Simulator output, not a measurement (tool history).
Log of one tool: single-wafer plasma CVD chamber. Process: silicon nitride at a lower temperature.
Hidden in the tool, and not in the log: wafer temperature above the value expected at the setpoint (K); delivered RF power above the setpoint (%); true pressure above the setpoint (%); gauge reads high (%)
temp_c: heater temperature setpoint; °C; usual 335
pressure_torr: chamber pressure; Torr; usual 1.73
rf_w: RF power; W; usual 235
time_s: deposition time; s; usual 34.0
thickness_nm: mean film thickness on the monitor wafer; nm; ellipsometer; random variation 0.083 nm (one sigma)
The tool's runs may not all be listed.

| run | hour | temp_c | pressure_torr | rf_w | time_s | wafers since the last listed run | hours since the last thermocouple change | hours since the last RF generator calibration | hours since the last manometer calibration | hours since the showerhead was replaced | hours since the gauge calibration | read-back reference wafer on the same gauge, thickness_nm | thickness_nm |
|---|---|---|---|---|---|---|---|---|---|---|---|---|---|
| 1 | 0.0 | 335 | 1.73 | 235 | 34.0 | 0 | 1302.1 | 2206.0 | 2335.1 | 6540.0 | 116.1 | 30.314 | 30.619 |
| 2 | 16.7 | 335 | 1.73 | 235 | 34.0 | 292 | 1318.8 | 2222.7 | 2351.8 | 6556.7 | 132.8 | 30.306 | 30.518 |
| 3 | 30.7 | 325 | 1.45 | 235 | 34.0 | 245 | 1332.8 | 2236.7 | 2365.8 | 6570.7 | 146.8 | 30.288 | 29.781 |
| 4 | 63.9 | 335 | 1.73 | 235 | 34.0 | 582 | 1366.0 | 2269.9 | 2399.0 | 6603.9 | 180.0 | 30.278 | 30.551 |
| 5 | 97.7 | 335 | 1.73 | 235 | 34.0 | 592 | 1399.8 | 2303.7 | 2432.8 | 6637.7 | 213.8 | 30.327 | 30.495 |
| 6 | 123.9 | 335 | 1.73 | 235 | 34.0 | 459 | 1426.0 | 2329.9 | 2459.0 | 6663.9 | 240.0 | 30.302 | 30.619 |
| 7 | 137.6 | 335 | 1.73 | 235 | 34.0 | 240 | 1439.7 | 2343.6 | 2472.7 | 6677.6 | 253.7 | 30.309 | 30.605 |
| 8 | 162.2 | 335 | 1.73 | 235 | 34.0 | 431 | 1464.3 | 2368.2 | 2497.3 | 6702.2 | 278.3 | 30.309 | 30.370 |
| 9 | 184.4 | 335 | 1.73 | 235 | 34.0 | 389 | 1486.5 | 2390.4 | 2519.5 | 6724.4 | 300.5 | 30.313 | 30.652 |
| 10 | 214.0 | 335 | 1.73 | 235 | 34.0 | 519 | 1516.1 | 2420.0 | 2549.1 | 6754.0 | 330.1 | 30.318 | 30.486 |
|  | 228.0 | showerhead replaced |
| 11 | 249.6 | 335 | 1.73 | 235 | 32.0 | 484 | 1551.7 | 2455.6 | 2584.7 | 21.6 | 365.7 | 30.283 | 28.565 |
| 12 | 262.3 | 335 | 1.73 | 235 | 34.0 | 222 | 1564.4 | 2468.3 | 2597.4 | 34.3 | 378.4 | 30.306 | 30.557 |
| 13 | 286.7 | 348 | 1.90 | 235 | 36.4 | 427 | 1588.8 | 2492.7 | 2621.8 | 58.7 | 402.8 | 30.323 | 33.023 |
| 14 | 310.2 | 335 | 1.73 | 235 | 34.0 | 412 | 1612.3 | 2516.2 | 2645.3 | 82.2 | 426.3 | 30.311 | 30.498 |
|  | 339.1 | thermocouple changed; heater temperature recalibrated |
| 15 | 345.2 | 335 | 1.73 | 235 | 34.0 | 473 | 6.1 | 2551.2 | 2680.3 | 117.2 | 461.3 | 30.295 | 30.439 |
|  | 360.3 | RF generator calibrated |
| 16 | 366.6 | 335 | 1.73 | 235 | 34.0 | 235 | 27.5 | 6.3 | 2701.7 | 138.6 | 482.7 | 30.306 | 29.670 |
|  | 381.9 | capacitance manometer re-zeroed and calibrated |
|  | 386.4 | gauge calibrated |
| 17 | 393.3 | 347 | 1.73 | 235 | 31.7 | 327 | 54.2 | 33.0 | 11.4 | 165.3 | 6.9 | 30.289 | 27.500 |
| 18 | 415.5 | 348 | 1.57 | 205 | 34.0 | 389 | 76.4 | 55.2 | 33.6 | 187.5 | 29.1 | 30.277 | 26.371 |
|  | 434.3 | RF generator calibrated, repeated, since the last time left the tool worse |
| 19 | 434.8 | 321 | 1.97 | 215 | 29.1 | 198 | 95.7 | 0.5 | 52.9 | 206.8 | 48.4 | 30.298 | 26.433 |
| 20 | 448.1 | 335 | 1.73 | 235 | 34.0 | 233 | 109.0 | 13.8 | 66.2 | 220.1 | 61.7 | 30.278 | 32.027 |
| 21 | 478.7 | 339 | 2.07 | 255 | 29.1 | 536 | 139.6 | 44.4 | 96.8 | 250.7 | 92.3 | 30.320 | 29.851 |
| 22 | 498.3 | 345 | 1.61 | 235 | 29.8 | 343 | 159.2 | 64.0 | 116.4 | 270.3 | 111.9 | 30.286 | 27.508 |
| 23 | 511.0 | 335 | 2.11 | 260 | 29.1 | 222 | 171.9 | 76.7 | 129.1 | 283.0 | 124.6 | 30.287 | 30.287 |
| 24 | 525.1 | 335 | 1.58 | 235 | 30.4 | 247 | 186.0 | 90.8 | 143.2 | 297.1 | 138.7 | 30.297 | 27.907 |

Forecast each of these 5 alternatives for the next run:
| A | 525.5 | 335 | 1.73 | 235 | 36.7 | 7 | 186.4 | 91.2 | 143.6 | 297.5 | 139.1 | ? | ? |
| B | 525.5 | 350 | 1.73 | 250 | 30.6 | 7 | 186.4 | 91.2 | 143.6 | 297.5 | 139.1 | ? | ? |
| C | 525.5 | 335 | 1.36 | 235 | 34.0 | 7 | 186.4 | 91.2 | 143.6 | 297.5 | 139.1 | ? | ? |
| D | 525.5 | 322 | 1.55 | 280 | 34.0 | 7 | 186.4 | 91.2 | 143.6 | 297.5 | 139.1 | ? | ? |
| E | 525.5 | 341 | 1.73 | 235 | 34.0 | 7 | 186.4 | 91.2 | 143.6 | 297.5 | 139.1 | ? | ? |

| run | read-back reference wafer on the same gauge, thickness_nm | thickness_nm |
|---|---|---|
| A | 30.316 | 34.287 |
| B | 30.316 | 29.670 |
| C | 30.316 | 30.504 |
| D | 30.316 | 35.258 |
| E | 30.316 | 31.705 |
Without the tool's hidden state the same runs would have given:
| run | thickness_nm |
|---|---|
| A | 34.442 |
| B | 29.805 |
| C | 30.643 |
| D | 35.413 |
| E | 31.849 |

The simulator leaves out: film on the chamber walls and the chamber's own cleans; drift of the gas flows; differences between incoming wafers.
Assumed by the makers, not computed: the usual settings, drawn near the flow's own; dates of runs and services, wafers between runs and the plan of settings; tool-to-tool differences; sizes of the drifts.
